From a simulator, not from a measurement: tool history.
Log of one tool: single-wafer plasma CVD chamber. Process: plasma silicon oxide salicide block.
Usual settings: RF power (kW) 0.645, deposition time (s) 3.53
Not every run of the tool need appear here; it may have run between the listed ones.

run     day  RF power (kW)  deposition time (s)  read-back reference wafer on the same gauge, thickness_nm  mean film thickness on the monitor wafer (Å)
  1   0.000          0.645                 4.01                                                     37.018                                        417.34
  2   2.996          0.645                 2.97                                                     37.008                                        307.32
  3   5.954          0.645                 3.69                                                     37.022                                        383.05
  4   7.412          0.645                 3.53                                                     36.999                                        366.34
  5  11.488          0.645                 3.53                                                     37.025                                        366.14
  6  13.217          0.680                 3.53                                                     37.005                                        369.33
  7  14.296          0.680                 3.53                                                     37.002                                        370.07
  8  15.708          0.680                 3.53                                                     37.004                                        368.54
  9  16.958          0.675                 3.92                                                     37.016                                        409.26
 10  19.133          0.675                 3.92                                                     37.026                                        409.34
 11  21.258          0.590                 3.95                                                     36.995                                        402.66
 12  22.754          0.590                 3.95                                                     37.013                                        402.86
 13  25.542          0.590                 3.95                                                     36.969                                        403.57
 14  28.354          0.520                 3.53                                                     37.034                                        352.61
 15  30.288          0.725                 3.03                                                     36.983                                        321.10
 16  31.467          0.525                 3.14                                                     37.026                                        314.77
     32.342  -- RF generator calibrated
     33.204  -- gauge calibrated
 17  33.304          0.710                 4.22                                                     36.997                                        451.50
 18  35.404          0.645                 3.53                                                     37.030                                        371.73
 19  38.138          0.685                 3.53                                                     37.007                                        373.27
 20  40.233          0.695                 3.97                                                     37.026                                        421.02
     42.942  -- showerhead replaced
 21  42.962          0.755                 4.03                                                     37.003                                        432.41
 22  44.929          0.645                 2.97                                                     37.010                                        310.79
 23  47.183          0.645                 3.53                                                     37.008                                        368.17
 24  48.767          0.525                 4.02                                                     37.000                                        405.83
 25  50.821          0.570                 3.53                                                     36.994                                        361.02
 26  53.467          0.645                 3.29                                                     36.998                                        342.88
 27  55.883          0.600                 4.12                                                     36.985                                        423.17

Consider 5 possible next runs. They are alternatives, not a sequence: every one starts from the tool as it was left by run 27. What does each give?
  A  55.900          0.530                 3.53                                                          ?                                             ?
  B  55.900          0.740                 3.53                                                          ?                                             ?
  C  55.900          0.580                 3.07                                                          ?                                             ?
  D  55.900          0.765                 2.86                                                          ?                                             ?
  E  55.900          0.575                 3.53                                                          ?                                             ?

run  read-back reference wafer on the same gauge, thickness_nm  mean film thickness on the monitor wafer (Å)
  A                                                     37.027                                        355.62
  B                                                     37.027                                        376.64
  C                                                     37.027                                        313.86
  D                                                     37.027                                        307.04
  E                                                     37.027                                        360.37
With no hidden state in the tool, these same runs would have given:
run  mean film thickness on the monitor wafer (Å)
  A                                        359.29
  B                                        380.53
  C                                        317.10
  D                                        310.21
  E                                        364.09

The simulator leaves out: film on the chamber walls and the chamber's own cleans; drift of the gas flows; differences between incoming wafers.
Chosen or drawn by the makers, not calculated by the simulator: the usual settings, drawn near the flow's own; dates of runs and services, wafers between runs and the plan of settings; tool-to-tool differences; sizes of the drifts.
